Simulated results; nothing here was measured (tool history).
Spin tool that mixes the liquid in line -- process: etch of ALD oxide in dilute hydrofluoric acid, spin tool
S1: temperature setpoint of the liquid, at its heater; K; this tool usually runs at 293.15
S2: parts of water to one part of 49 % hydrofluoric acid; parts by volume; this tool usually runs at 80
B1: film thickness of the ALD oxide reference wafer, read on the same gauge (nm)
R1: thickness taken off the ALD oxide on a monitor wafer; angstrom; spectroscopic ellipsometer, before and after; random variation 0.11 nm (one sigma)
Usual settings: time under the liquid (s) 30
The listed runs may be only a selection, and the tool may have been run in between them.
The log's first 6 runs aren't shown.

Run 7, hour 424.5: usual settings; B1 39.99. Result: R1 116.9 angstrom.
Run 8, hour 726.6: usual settings; B1 40.01. Result: R1 115.3 angstrom.
Run 9, hour 788.2: usual settings; B1 40.01. Result: R1 117.2 angstrom.
At hour 846.5: hydrofluoric acid flow meter replaced.
Run 10, hour 856.7: usual settings; B1 39.99. Result: R1 116.9 angstrom.
At hour 930.4: gauge calibrated.
Run 11, hour 1020.2: usual settings; B1 40.00. Result: R1 116.3 angstrom.
Run 12, hour 1109.1: usual settings but S1 290.65 K, S2 120 parts by volume, time under the liquid (s) 20; B1 40.02. Result: R1 43.7 angstrom.
Run 13, hour 1181.7: usual settings but S2 45 parts by volume; B1 40.00. Result: R1 219.1 angstrom.
Run 14, hour 1218.5: usual settings; B1 40.01. Result: R1 115.1 angstrom.
Run 15, hour 1270.3: usual settings but S2 90 parts by volume, time under the liquid (s) 45; B1 40.00. Result: R1 152.9 angstrom.
Run 16, hour 1328.8: usual settings but S2 100 parts by volume, time under the liquid (s) 20; B1 39.99. Result: R1 60.0 angstrom.
Run 17, hour 1433.9: usual settings but S2 105 parts by volume; B1 40.00. Result: R1 86.2 angstrom.
At hour 1524.0: thermometer replaced.
Run 18, hour 1533.3: usual settings but S2 115 parts by volume, time under the liquid (s) 40; B1 40.01. Result: R1 105.6 angstrom.
Run 19, hour 1619.0: usual settings but S1 297.65 K, S2 45 parts by volume; B1 40.01. Result: R1 263.2 angstrom.

What will run 20 give?
Run 20, hour 1697.3: usual settings but S1 290.65 K, S2 110 parts by volume, time under the liquid (s) 15; B1 ?. Result: R1 ?.

B1: 40.03
R1: 37.4 angstrom
Take away the tool's hidden state, keep the run-to-run variation as it was, and the same run would have given R1 37.4 angstrom.

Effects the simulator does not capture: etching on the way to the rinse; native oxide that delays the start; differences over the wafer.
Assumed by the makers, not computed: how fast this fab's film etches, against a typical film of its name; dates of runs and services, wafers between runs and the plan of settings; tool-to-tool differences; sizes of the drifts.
